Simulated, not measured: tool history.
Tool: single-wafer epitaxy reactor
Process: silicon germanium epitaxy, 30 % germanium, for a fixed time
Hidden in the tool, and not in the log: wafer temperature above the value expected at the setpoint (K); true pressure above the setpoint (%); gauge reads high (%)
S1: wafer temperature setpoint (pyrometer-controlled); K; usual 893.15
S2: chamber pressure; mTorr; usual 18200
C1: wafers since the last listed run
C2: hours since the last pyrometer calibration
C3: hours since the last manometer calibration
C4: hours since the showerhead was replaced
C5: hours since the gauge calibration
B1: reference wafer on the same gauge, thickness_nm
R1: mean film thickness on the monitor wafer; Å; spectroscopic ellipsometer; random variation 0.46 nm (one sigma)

| run | hour | S1 | S2 | C1 | C2 | C3 | C4 | C5 | B1 | R1 |
|---|---|---|---|---|---|---|---|---|---|---|
| 1 | 0.0 | 893.15 | 17000 | 0 | 1053.1 | 1109.4 | 2295.0 | 699.8 | 68.156 | 803.11 |
| 2 | 56.0 | 893.15 | 17000 | 1102 | 1109.1 | 1165.4 | 2351.0 | 755.8 | 68.247 | 796.59 |
| 3 | 138.8 | 893.15 | 18200 | 1630 | 1191.9 | 1248.2 | 2433.8 | 838.6 | 68.088 | 822.13 |
| 4 | 227.4 | 893.15 | 18200 | 1744 | 1280.5 | 1336.8 | 2522.4 | 927.2 | 68.254 | 828.83 |
| 5 | 314.7 | 893.15 | 18200 | 1719 | 1367.8 | 1424.1 | 2609.7 | 1014.5 | 68.032 | 823.09 |
| 6 | 376.2 | 893.15 | 20100 | 1211 | 1429.3 | 1485.6 | 2671.2 | 1076.0 | 68.035 | 865.66 |
| 7 | 439.0 | 893.15 | 17200 | 1236 | 1492.1 | 1548.4 | 2734.0 | 1138.8 | 68.043 | 803.92 |
| 8 | 497.8 | 893.15 | 16900 | 1158 | 1550.9 | 1607.2 | 2792.8 | 1197.6 | 67.991 | 806.64 |
| 9 | 553.9 | 893.15 | 16900 | 1104 | 1607.0 | 1663.3 | 2848.9 | 1253.7 | 68.027 | 801.42 |
| 10 | 599.0 | 893.15 | 16900 | 888 | 1652.1 | 1708.4 | 2894.0 | 1298.8 | 68.100 | 801.93 |
| 11 | 643.7 | 893.15 | 18200 | 880 | 1696.8 | 1753.1 | 2938.7 | 1343.5 | 67.984 | 832.18 |
| 12 | 724.5 | 903.15 | 18200 | 1591 | 1777.6 | 1833.9 | 3019.5 | 1424.3 | 68.161 | 1013.85 |
| 13 | 801.3 | 900.15 | 18200 | 1512 | 1854.4 | 1910.7 | 3096.3 | 1501.1 | 68.086 | 949.95 |
| 14 | 862.5 | 900.15 | 18200 | 1205 | 1915.6 | 1971.9 | 3157.5 | 1562.3 | 68.256 | 957.12 |
|  | 939.0 | capacitance manometer re-zeroed and calibrated |
| 15 | 962.7 | 893.15 | 16900 | 1815 | 2015.8 | 23.7 | 3257.7 | 1662.5 | 68.057 | 784.09 |
| 16 | 1027.7 | 880.15 | 18200 | 1280 | 2080.8 | 88.7 | 3322.7 | 1727.5 | 68.128 | 625.60 |
| 17 | 1064.4 | 893.15 | 18200 | 722 | 2117.5 | 125.4 | 3359.4 | 1764.2 | 68.015 | 813.36 |
| 18 | 1237.1 | 893.15 | 18200 | 3401 | 2290.2 | 298.1 | 3532.1 | 1936.9 | 68.020 | 815.66 |
| 19 | 1310.1 | 899.15 | 15900 | 1437 | 2363.2 | 371.1 | 3605.1 | 2009.9 | 68.140 | 869.33 |
|  | 1355.6 | pyrometer calibrated |
|  | 1492.1 | gauge calibrated |
| 20 | 1503.5 | 899.15 | 18200 | 3651 | 147.9 | 564.5 | 3798.5 | 11.4 | 68.058 | 924.67 |
| 21 | 1608.7 | 882.15 | 21500 | 2071 | 253.1 | 669.7 | 3903.7 | 116.6 | 68.280 | 705.76 |
| 22 | 1656.3 | 893.15 | 13700 | 937 | 300.7 | 717.3 | 3951.3 | 164.2 | 68.107 | 729.26 |
| 23 | 1713.5 | 889.15 | 14400 | 1126 | 357.9 | 774.5 | 4008.5 | 221.4 | 68.024 | 687.02 |
|  | 1792.1 | showerhead replaced |
| 24 | 1803.2 | 897.15 | 17000 | 1609 | 447.6 | 864.2 | 11.1 | 311.1 | 68.317 | 859.71 |
| 25 | 1885.8 | 886.15 | 16200 | 1626 | 530.2 | 946.8 | 93.7 | 393.7 | 68.176 | 683.44 |
| 26 | 1956.2 | 893.15 | 18200 | 1386 | 600.6 | 1017.2 | 164.1 | 464.1 | 68.203 | 823.64 |
| 27 | 2104.6 | 893.15 | 18200 | 2922 | 749.0 | 1165.6 | 312.5 | 612.5 | 68.091 | 821.42 |
| 28 | 2166.6 | 898.15 | 13800 | 1221 | 811.0 | 1227.6 | 374.5 | 674.5 | 68.087 | 815.11 |
| 29 | 2271.3 | 893.15 | 18200 | 2061 | 915.7 | 1332.3 | 479.2 | 779.2 | 68.204 | 835.05 |

Forecast each of these 3 alternatives for the next run:
| A | 2271.7 | 882.15 | 18200 | 7 | 916.1 | 1332.7 | 479.6 | 779.6 | ? | ? |
| B | 2271.7 | 901.15 | 18200 | 7 | 916.1 | 1332.7 | 479.6 | 779.6 | ? | ? |
| C | 2271.7 | 901.15 | 15700 | 7 | 916.1 | 1332.7 | 479.6 | 779.6 | ? | ? |

| run | B1 | R1 |
|---|---|---|
| A | 68.089 | 660.69 |
| B | 68.089 | 965.76 |
| C | 68.089 | 910.64 |
Without the tool's hidden state the same runs would have given:
| run | R1 |
|---|---|
| A | 644.56 |
| B | 942.19 |
| C | 888.41 |
